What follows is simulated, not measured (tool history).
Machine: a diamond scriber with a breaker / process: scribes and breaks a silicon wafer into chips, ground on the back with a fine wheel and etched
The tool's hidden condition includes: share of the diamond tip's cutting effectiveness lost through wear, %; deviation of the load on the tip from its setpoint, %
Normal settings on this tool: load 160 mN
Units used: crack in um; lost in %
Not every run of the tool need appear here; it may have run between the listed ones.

run,hour,load,wafers since the last listed run,hours since the diamond tip was replaced,hours since the load on the tip was calibrated,"incoming depth of the damage left on the back of the incoming wafer, um",crack,lost
1,0,160,0,430.4,1184.8,0.68,8.78,0.8
2,21.2,160,51,451.6,1206,0.51,8.9,0.76
3,51.6,160,74,482,1236.4,0.31,8.93,0.71
4,65.6,160,34,496,1250.4,0.74,8.93,0.76
5,92.8,160,66,523.2,1277.6,0.53,9.01,0.82
6,125.9,160,80,556.3,1310.7,0.56,8.71,0.83
7,159,148,80,589.4,1343.8,0.51,8.17,1.55
8,188.3,148,71,618.7,1373.1,0.48,8.26,1.69
9,241.5,160,129,671.9,1426.3,0.74,8.82,0.8
10,271.7,183,73,702.1,1456.5,0.39,10.25,2.95
11,288.6,183,41,719,1473.4,0.74,10.08,2.59
# hour 298.2: load on the tip recalibrated
12,319.8,183,71,750.2,21.6,0.5,9.82,2.88
13,354.3,172,84,784.7,56.1,0.39,9.54,1.39
14,371.7,172,42,802.1,73.5,0.78,9.42,1.45
15,384.1,160,30,814.5,85.9,0.73,8.76,0.74
16,417.1,160,80,847.5,118.9,0.32,8.83,0.74
17,435.4,160,44,865.8,137.2,0.68,8.75,0.77
18,466.5,160,75,896.9,168.3,0.41,8.75,0.73
# hour 486.3: diamond tip replaced by a new one
19,549.9,160,198,63.6,251.7,0.77,8.99,0.75
20,570.1,160,49,83.8,271.9,0.37,8.79,0.76
21,593.1,205,56,106.8,294.9,0.65,10.95,7.37
22,626.1,197,80,139.8,327.9,0.34,10.36,5.99
23,650.4,190,59,164.1,352.2,0.41,10.36,4.18
24,669.4,160,46,183.1,371.2,0.78,8.82,0.8
25,701.5,189,78,215.2,403.3,0.76,9.88,3.98
26,727.5,125,63,241.2,429.3,0.52,7.22,8.32
27,755.4,123,68,269.1,457.2,0.44,7,9.81
28,772.7,143,42,286.4,474.5,0.47,8.19,2.21
29,799.7,160,65,313.4,501.5,0.38,8.86,0.76
30,820.5,202,50,334.2,522.3,0.69,10.78,6.49
31,838.6,160,44,352.3,540.4,0.49,9.09,0.69
32,856.2,160,42,369.9,558,0.43,8.78,0.82
33,875.1,133,46,388.8,576.9,0.72,7.57,4.97
34,887.4,160,30,401.1,589.2,0.76,8.94,0.78
35,906.1,138,45,419.8,607.9,0.76,7.83,3.61
36,918.6,117,30,432.3,620.4,0.64,6.75,13.42
37,933.5,199,36,447.2,635.3,0.37,10.68,6.62
38,952.1,188,45,465.8,653.9,0.43,10.35,4.01
39,987.5,181,86,501.2,689.3,0.77,9.95,2.55
40,1007.6,113,49,521.3,709.4,0.56,6.5,15.84
41,1027.1,121,47,540.8,728.9,0.5,7.04,10.23
42,1051.7,121,60,565.4,753.5,0.45,6.95,10.67

Branching from run 42: 4 alternative next runs. What would each branch give?
A,1052.4,160,1,566.1,754.2,0.66,?,?
B,1052.4,207,1,566.1,754.2,0.66,?,?
C,1052.4,203,1,566.1,754.2,0.66,?,?
D,1052.4,178,1,566.1,754.2,0.66,?,?

run,crack,lost
A,8.87,0.72
B,10.96,7.73
C,10.79,6.77
D,9.7,2.01
The same runs, with their run-to-run variation unchanged, on a tool lacking any hidden condition would have given:
run,crack,lost
A,8.87,0.72
B,10.96,7.73
C,10.79,6.77
D,9.7,2.01
